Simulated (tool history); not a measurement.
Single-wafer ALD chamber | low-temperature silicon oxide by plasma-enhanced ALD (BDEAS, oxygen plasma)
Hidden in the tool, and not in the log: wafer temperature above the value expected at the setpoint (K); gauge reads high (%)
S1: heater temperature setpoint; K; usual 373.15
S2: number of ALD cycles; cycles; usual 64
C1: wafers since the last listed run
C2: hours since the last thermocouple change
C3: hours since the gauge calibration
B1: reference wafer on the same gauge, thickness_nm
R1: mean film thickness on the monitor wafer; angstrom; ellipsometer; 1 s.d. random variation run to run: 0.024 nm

run 1 hour=0.0 | S1=373.15 S2=68 | C1=0 C2=547.6 C3=2272.8 | B1=11.448 | R1=102.47
run 2 hour=66.4 | S1=373.15 S2=68 | C1=204 C2=614.0 C3=2339.2 | B1=11.447 | R1=102.42
run 3 hour=158.9 | S1=373.15 S2=68 | C1=285 C2=706.5 C3=2431.7 | B1=11.442 | R1=102.54
run 4 hour=254.9 | S1=373.15 S2=64 | C1=295 C2=802.5 C3=2527.7 | B1=11.434 | R1=96.45
run 5 hour=309.2 | S1=373.15 S2=73 | C1=167 C2=856.8 C3=2582.0 | B1=11.436 | R1=109.48
run 6 hour=397.6 | S1=373.15 S2=73 | C1=272 C2=945.2 C3=2670.4 | B1=11.440 | R1=109.57
run 7 hour=454.6 | S1=373.15 S2=64 | C1=175 C2=1002.2 C3=2727.4 | B1=11.444 | R1=96.19
run 8 hour=522.9 | S1=373.15 S2=64 | C1=210 C2=1070.5 C3=2795.7 | B1=11.439 | R1=96.28
run 9 hour=587.2 | S1=373.15 S2=64 | C1=198 C2=1134.8 C3=2860.0 | B1=11.441 | R1=96.43
run 10 hour=678.4 | S1=373.15 S2=64 | C1=281 C2=1226.0 C3=2951.2 | B1=11.434 | R1=96.09
run 11 hour=755.8 | S1=373.15 S2=64 | C1=238 C2=1303.4 C3=3028.6 | B1=11.442 | R1=95.99
run 12 hour=840.2 | S1=382.15 S2=64 | C1=260 C2=1387.8 C3=3113.0 | B1=11.443 | R1=94.23
run 13 hour=935.4 | S1=382.15 S2=64 | C1=293 C2=1483.0 C3=3208.2 | B1=11.443 | R1=93.99
run 14 hour=993.8 | S1=373.15 S2=64 | C1=179 C2=1541.4 C3=3266.6 | B1=11.444 | R1=95.81
run 15 hour=1056.6 | S1=373.15 S2=64 | C1=193 C2=1604.2 C3=3329.4 | B1=11.443 | R1=95.94
run 16 hour=1103.2 | S1=377.15 S2=54 | C1=143 C2=1650.8 C3=3376.0 | B1=11.439 | R1=80.35
run 17 hour=1206.5 | S1=377.15 S2=54 | C1=318 C2=1754.1 C3=3479.3 | B1=11.451 | R1=80.17
run 18 hour=1292.5 | S1=377.15 S2=54 | C1=265 C2=1840.1 C3=3565.3 | B1=11.444 | R1=80.07
run 19 hour=1379.2 | S1=373.15 S2=64 | C1=267 C2=1926.8 C3=3652.0 | B1=11.442 | R1=96.03
-- hour=1393.9 gauge calibrated
run 20 hour=1440.3 | S1=373.15 S2=64 | C1=188 C2=1987.9 C3=46.4 | B1=11.439 | R1=95.62
run 21 hour=1491.3 | S1=383.15 S2=64 | C1=157 C2=2038.9 C3=97.4 | B1=11.444 | R1=94.01
run 22 hour=1550.3 | S1=373.15 S2=64 | C1=181 C2=2097.9 C3=156.4 | B1=11.438 | R1=95.55
run 23 hour=1636.7 | S1=373.15 S2=56 | C1=266 C2=2184.3 C3=242.8 | B1=11.435 | R1=83.78
run 24 hour=1718.2 | S1=373.15 S2=74 | C1=251 C2=2265.8 C3=324.3 | B1=11.443 | R1=110.58
run 25 hour=1801.4 | S1=385.15 S2=71 | C1=256 C2=2349.0 C3=407.5 | B1=11.437 | R1=103.86
run 26 hour=1846.7 | S1=381.15 S2=64 | C1=139 C2=2394.3 C3=452.8 | B1=11.437 | R1=93.69
run 27 hour=1886.8 | S1=373.15 S2=58 | C1=123 C2=2434.4 C3=492.9 | B1=11.436 | R1=86.62
run 28 hour=2201.3 | S1=373.15 S2=64 | C1=969 C2=2748.9 C3=807.4 | B1=11.443 | R1=95.27
run 29 hour=2279.4 | S1=379.15 S2=68 | C1=240 C2=2827.0 C3=885.5 | B1=11.442 | R1=100.13
run 30 hour=2334.3 | S1=367.15 S2=52 | C1=169 C2=2881.9 C3=940.4 | B1=11.438 | R1=78.63
run 31 hour=2380.8 | S1=373.15 S2=64 | C1=143 C2=2928.4 C3=986.9 | B1=11.441 | R1=95.28
-- hour=2395.4 thermocouple changed; heater temperature recalibrated
run 32 hour=2461.0 | S1=373.15 S2=64 | C1=222 C2=65.6 C3=1067.1 | B1=11.449 | R1=96.13
run 33 hour=2557.9 | S1=358.15 S2=60 | C1=298 C2=162.5 C3=1164.0 | B1=11.443 | R1=95.70
run 34 hour=2620.2 | S1=380.15 S2=70 | C1=191 C2=224.8 C3=1226.3 | B1=11.439 | R1=103.78
run 35 hour=2672.9 | S1=360.15 S2=70 | C1=162 C2=277.5 C3=1279.0 | B1=11.438 | R1=110.82
run 36 hour=2744.6 | S1=363.15 S2=59 | C1=220 C2=349.2 C3=1350.7 | B1=11.439 | R1=91.81
run 37 hour=2833.8 | S1=373.15 S2=64 | C1=274 C2=438.4 C3=1439.9 | B1=11.438 | R1=95.71
run 38 hour=2941.5 | S1=373.15 S2=64 | C1=331 C2=546.1 C3=1547.6 | B1=11.444 | R1=95.91
run 39 hour=3010.5 | S1=364.15 S2=68 | C1=212 C2=615.1 C3=1616.6 | B1=11.441 | R1=105.36
run 40 hour=3069.1 | S1=378.15 S2=64 | C1=180 C2=673.7 C3=1675.2 | B1=11.432 | R1=95.06

List, for all runs, the conditions of the tool that the log does not record:
gauge reads high (%): 0 on each run
H1: wafer temperature above the value expected at the setpoint (K)
run=1 H1=-1.08
run=2 H1=-1.02
run=3 H1=-0.928
run=4 H1=-0.817
run=5 H1=-0.748
run=6 H1=-0.627
run=7 H1=-0.542
run=8 H1=-0.433
run=9 H1=-0.325
run=10 H1=-0.16
run=11 H1=-0.0103
run=12 H1=0.164
run=13 H1=0.373
run=14 H1=0.508
run=15 H1=0.659
run=16 H1=0.775
run=17 H1=1.04
run=18 H1=1.28
run=19 H1=1.53
run=20 H1=1.71
run=21 H1=1.87
run=22 H1=2.06
run=23 H1=2.34
run=24 H1=2.62
run=25 H1=2.91
run=26 H1=3.08
run=27 H1=3.22
run=28 H1=4.47
run=29 H1=4.8
run=30 H1=5.04
run=31 H1=5.25
run=32 H1=0.377
run=33 H1=0.394
run=34 H1=0.412
run=35 H1=0.432
run=36 H1=0.467
run=37 H1=0.521
run=38 H1=0.602
run=39 H1=0.663
run=40 H1=0.721
